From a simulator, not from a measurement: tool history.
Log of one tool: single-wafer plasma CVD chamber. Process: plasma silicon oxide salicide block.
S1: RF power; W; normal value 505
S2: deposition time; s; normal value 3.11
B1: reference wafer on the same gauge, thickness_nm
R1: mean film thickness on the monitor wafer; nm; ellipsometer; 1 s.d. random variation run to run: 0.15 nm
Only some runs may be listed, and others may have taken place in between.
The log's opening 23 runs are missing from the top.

run	hour	S1	S2	B1	R1
# hour 664.4: showerhead replaced
24	682.7	455	2.53	28.962	22.318
25	702.1	505	3.11	28.945	28.645
26	729.1	475	3.11	28.989	27.815
27	744.2	565	3.69	29.017	34.781
# hour 752.4: RF generator calibrated
28	840.4	550	2.58	28.981	24.628
29	859.0	425	3.11	28.979	27.342
30	874.0	585	3.11	28.963	30.288
31	908.0	560	2.78	28.921	26.418
32	923.6	505	3.11	28.924	28.855
33	951.5	505	3.11	28.985	28.669
34	968.7	430	3.11	28.992	27.611
35	1002.1	505	3.11	28.902	28.999
36	1026.1	505	3.11	28.968	28.684
37	1049.5	475	3.64	29.007	33.164
38	1068.3	470	3.40	29.000	30.543
39	1125.3	470	2.78	29.030	25.279
40	1143.9	505	3.41	29.047	31.282
41	1164.9	440	2.75	28.966	24.380
42	1196.5	505	2.57	29.007	23.690
43	1283.5	505	3.11	28.988	28.685
44	1315.4	505	3.11	29.011	28.662

Branching from run 44: 4 alternative next runs. What would each branch give?
A	1315.8	505	2.54	?	?
B	1315.8	440	3.43	?	?
C	1315.8	585	3.41	?	?
D	1315.8	440	3.47	?	?

run	B1	R1
A	28.993	23.446
B	28.993	30.325
C	28.993	32.951
D	28.993	30.678
With no hidden state in the tool, these same runs would have given:
run	R1
A	23.670
B	30.615
C	33.266
D	30.972
